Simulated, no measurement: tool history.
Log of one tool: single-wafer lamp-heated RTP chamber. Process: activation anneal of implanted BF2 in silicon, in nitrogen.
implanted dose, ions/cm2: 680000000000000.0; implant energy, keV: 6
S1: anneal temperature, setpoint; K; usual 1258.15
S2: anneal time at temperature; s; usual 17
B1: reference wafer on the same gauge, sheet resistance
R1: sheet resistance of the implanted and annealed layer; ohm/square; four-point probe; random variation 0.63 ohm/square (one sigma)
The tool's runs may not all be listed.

run	day	S1	S2	B1	R1
1	0	1258.15	17	364.97	305.89
2	0.262	1258.15	17	364.89	305.77
3	1.262	1239.15	17	365	369.19
4	1.875	1239.15	17	364.95	370.21
5	2.333	1239.15	17	364.93	368.23
6	2.792	1258.15	19	364.97	297.59
7	3.388	1258.15	15	365.1	314.07
8	3.725	1258.15	15	365.04	314.11
9	4.083	1258.15	17	365.02	303.7
# day 6.012: reflector plate cleaned
10	6.162	1258.15	17	365.02	310.81
11	6.754	1258.15	15	364.91	318.15
12	7.488	1239.15	17	364.94	377.72
13	8.229	1237.15	10	365.17	430.31
# day 8.529: gauge calibrated
# day 8.733: pyrometer window cleaned and pyrometer calibrated
14	8.754	1228.15	17	364.97	422.1
15	9.238	1274.15	17	365.15	275.77
16	9.742	1269.15	20	364.95	274.55
17	10.367	1237.15	9	365.15	439.05
18	10.738	1269.15	22	364.94	270.57
19	11.633	1258.15	17	365	309.47
20	12.108	1228.15	17	365.03	422.64
21	12.458	1242.15	24	364.85	334.3

Forecast each of these 3 alternatives for the next run:
A	12.475	1258.15	27	?	?
B	12.475	1247.15	17	?	?
C	12.475	1287.15	22	?	?

run	B1	R1
A	364.85	280.4
B	364.85	343.55
C	364.85	245.6
Without the tool's hidden state the same runs would have given:
run	R1
A	281.7
B	345.68
C	246.31
